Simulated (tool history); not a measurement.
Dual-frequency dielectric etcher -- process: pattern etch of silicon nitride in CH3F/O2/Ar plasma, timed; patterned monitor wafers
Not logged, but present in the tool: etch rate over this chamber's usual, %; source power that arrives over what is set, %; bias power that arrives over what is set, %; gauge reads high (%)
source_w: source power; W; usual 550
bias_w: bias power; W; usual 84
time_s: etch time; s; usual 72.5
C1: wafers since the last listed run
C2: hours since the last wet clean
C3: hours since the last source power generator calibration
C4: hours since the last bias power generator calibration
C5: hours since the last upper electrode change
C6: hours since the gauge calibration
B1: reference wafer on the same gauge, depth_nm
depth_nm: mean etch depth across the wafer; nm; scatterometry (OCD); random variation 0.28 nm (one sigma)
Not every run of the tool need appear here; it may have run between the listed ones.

Run 1, hour 0.0: usual settings but bias_w 92 W, time_s 83.0 s; C1 0; C2 194.6; C3 2108.1; C4 2501.2; C5 4258.2; C6 197.7; B1 47.0. Result: depth_nm 65.8 nm.
Run 2, hour 16.2: usual settings but bias_w 92 W, time_s 83.0 s; C1 203; C2 210.8; C3 2124.3; C4 2517.4; C5 4274.4; C6 213.9; B1 46.9. Result: depth_nm 65.6 nm.
Run 3, hour 29.2: usual settings but bias_w 92 W, time_s 83.0 s; C1 162; C2 223.8; C3 2137.3; C4 2530.4; C5 4287.4; C6 226.9; B1 46.9. Result: depth_nm 66.7 nm.
Run 4, hour 49.3: usual settings; C1 251; C2 243.9; C3 2157.4; C4 2550.5; C5 4307.5; C6 247.0; B1 46.9. Result: depth_nm 55.6 nm.
Run 5, hour 68.4: usual settings; C1 239; C2 263.0; C3 2176.5; C4 2569.6; C5 4326.6; C6 266.1; B1 47.0. Result: depth_nm 55.8 nm.
Run 6, hour 98.1: usual settings but bias_w 72 W; C1 372; C2 292.7; C3 2206.2; C4 2599.3; C5 4356.3; C6 295.8; B1 47.0. Result: depth_nm 52.7 nm.
Run 7, hour 112.9: usual settings but source_w 610 W, bias_w 79 W; C1 185; C2 307.5; C3 2221.0; C4 2614.1; C5 4371.1; C6 310.6; B1 47.2. Result: depth_nm 57.5 nm.
Run 8, hour 135.2: usual settings but source_w 610 W, bias_w 79 W; C1 279; C2 329.8; C3 2243.3; C4 2636.4; C5 4393.4; C6 332.9; B1 47.1. Result: depth_nm 57.3 nm.
Run 9, hour 170.5: usual settings but source_w 610 W, bias_w 79 W; C1 442; C2 365.1; C3 2278.6; C4 2671.7; C5 4428.7; C6 368.2; B1 47.1. Result: depth_nm 57.8 nm.
Run 10, hour 190.0: usual settings; C1 244; C2 384.6; C3 2298.1; C4 2691.2; C5 4448.2; C6 387.7; B1 47.0. Result: depth_nm 55.9 nm.
Run 11, hour 216.4: usual settings; C1 330; C2 411.0; C3 2324.5; C4 2717.6; C5 4474.6; C6 414.1; B1 47.1. Result: depth_nm 55.9 nm.
Run 12, hour 229.0: usual settings; C1 157; C2 423.6; C3 2337.1; C4 2730.2; C5 4487.2; C6 426.7; B1 47.1. Result: depth_nm 56.1 nm.
Run 13, hour 255.2: usual settings; C1 328; C2 449.8; C3 2363.3; C4 2756.4; C5 4513.4; C6 452.9; B1 47.1. Result: depth_nm 56.1 nm.
At hour 264.1: gauge calibrated.
At hour 274.1: bias power generator calibrated.
Run 14, hour 284.5: usual settings; C1 317; C2 479.1; C3 2392.6; C4 10.4; C5 4542.7; C6 20.4; B1 46.6. Result: depth_nm 55.0 nm.
Run 15, hour 314.0: usual settings; C1 369; C2 508.6; C3 2422.1; C4 39.9; C5 4572.2; C6 49.9; B1 46.9. Result: depth_nm 55.8 nm.
Run 16, hour 343.0: usual settings but bias_w 90 W, time_s 58.0 s; C1 363; C2 537.6; C3 2451.1; C4 68.9; C5 4601.2; C6 78.9; B1 46.9. Result: depth_nm 45.1 nm.
Run 17, hour 377.0: usual settings but source_w 640 W, time_s 54.5 s; C1 426; C2 571.6; C3 2485.1; C4 102.9; C5 4635.2; C6 112.9; B1 46.9. Result: depth_nm 45.6 nm.
Run 18, hour 404.0: usual settings but bias_w 78 W; C1 338; C2 598.6; C3 2512.1; C4 129.9; C5 4662.2; C6 139.9; B1 47.0. Result: depth_nm 54.2 nm.
At hour 451.0: upper electrode replaced.
Run 19, hour 468.8: usual settings; C1 511; C2 663.4; C3 2576.9; C4 194.7; C5 17.8; C6 204.7; B1 47.3. Result: depth_nm 55.6 nm.
Run 20, hour 498.2: usual settings but bias_w 72 W, time_s 89.5 s; C1 368; C2 692.8; C3 2606.3; C4 224.1; C5 47.2; C6 234.1; B1 47.2. Result: depth_nm 65.0 nm.
At hour 529.3: wet clean of the chamber.
At hour 529.6: source power generator calibrated.
Run 21, hour 530.1: usual settings but bias_w 92 W, time_s 83.0 s; C1 95; C2 0.8; C3 0.5; C4 256.0; C5 79.1; C6 266.0; B1 47.2. Result: depth_nm 66.4 nm.
Run 22, hour 547.9: usual settings; C1 223; C2 18.6; C3 18.3; C4 273.8; C5 96.9; C6 283.8; B1 47.3. Result: depth_nm 56.1 nm.
Run 23, hour 569.3: usual settings but source_w 670 W, bias_w 75 W, time_s 79.5 s; C1 268; C2 40.0; C3 39.7; C4 295.2; C5 118.3; C6 305.2; B1 47.3. Result: depth_nm 65.2 nm.
Run 24, hour 581.3: usual settings but time_s 58.5 s; C1 150; C2 52.0; C3 51.7; C4 307.2; C5 130.3; C6 317.2; B1 47.3. Result: depth_nm 45.3 nm.
Run 25, hour 607.5: usual settings but time_s 56.0 s; C1 328; C2 78.2; C3 77.9; C4 333.4; C5 156.5; C6 343.4; B1 47.3. Result: depth_nm 43.4 nm.
Run 26, hour 623.2: usual settings but source_w 490 W, bias_w 70 W, time_s 85.0 s; C1 196; C2 93.9; C3 93.6; C4 349.1; C5 172.2; C6 359.1; B1 47.4. Result: depth_nm 57.9 nm.
Run 27, hour 642.9: usual settings but source_w 460 W, bias_w 78 W, time_s 52.5 s; C1 246; C2 113.6; C3 113.3; C4 368.8; C5 191.9; C6 378.8; B1 47.4. Result: depth_nm 35.8 nm.
Run 28, hour 675.9: usual settings; C1 413; C2 146.6; C3 146.3; C4 401.8; C5 224.9; C6 411.8; B1 47.4. Result: depth_nm 56.5 nm.

Each row is a separate what-if for the run after 28, all from the same tool condition, not one after another. Results?
Run A, hour 676.3: usual settings; C1 5; C2 147.0; C3 146.7; C4 402.2; C5 225.3; C6 412.2; B1 ?. Result: depth_nm ?.
Run B, hour 676.3: usual settings but source_w 660 W; C1 5; C2 147.0; C3 146.7; C4 402.2; C5 225.3; C6 412.2; B1 ?. Result: depth_nm ?.
Run C, hour 676.3: usual settings but bias_w 100 W, time_s 92.0 s; C1 5; C2 147.0; C3 146.7; C4 402.2; C5 225.3; C6 412.2; B1 ?. Result: depth_nm ?.
Run D, hour 676.3: usual settings but source_w 430 W, time_s 57.0 s; C1 5; C2 147.0; C3 146.7; C4 402.2; C5 225.3; C6 412.2; B1 ?. Result: depth_nm ?.
Run E, hour 676.3: usual settings but source_w 660 W, bias_w 94 W; C1 5; C2 147.0; C3 146.7; C4 402.2; C5 225.3; C6 412.2; B1 ?. Result: depth_nm ?.

run    B1  depth_nm
  A  47.3      56.0
  B  47.3      61.7
  C  47.3      76.0
  D  47.3      38.2
  E  47.3      64.3
With no hidden state in the tool, these same runs would have given:
run  depth_nm
  A      54.9
  B      60.4
  C      74.4
  D      37.4
  E      63.0
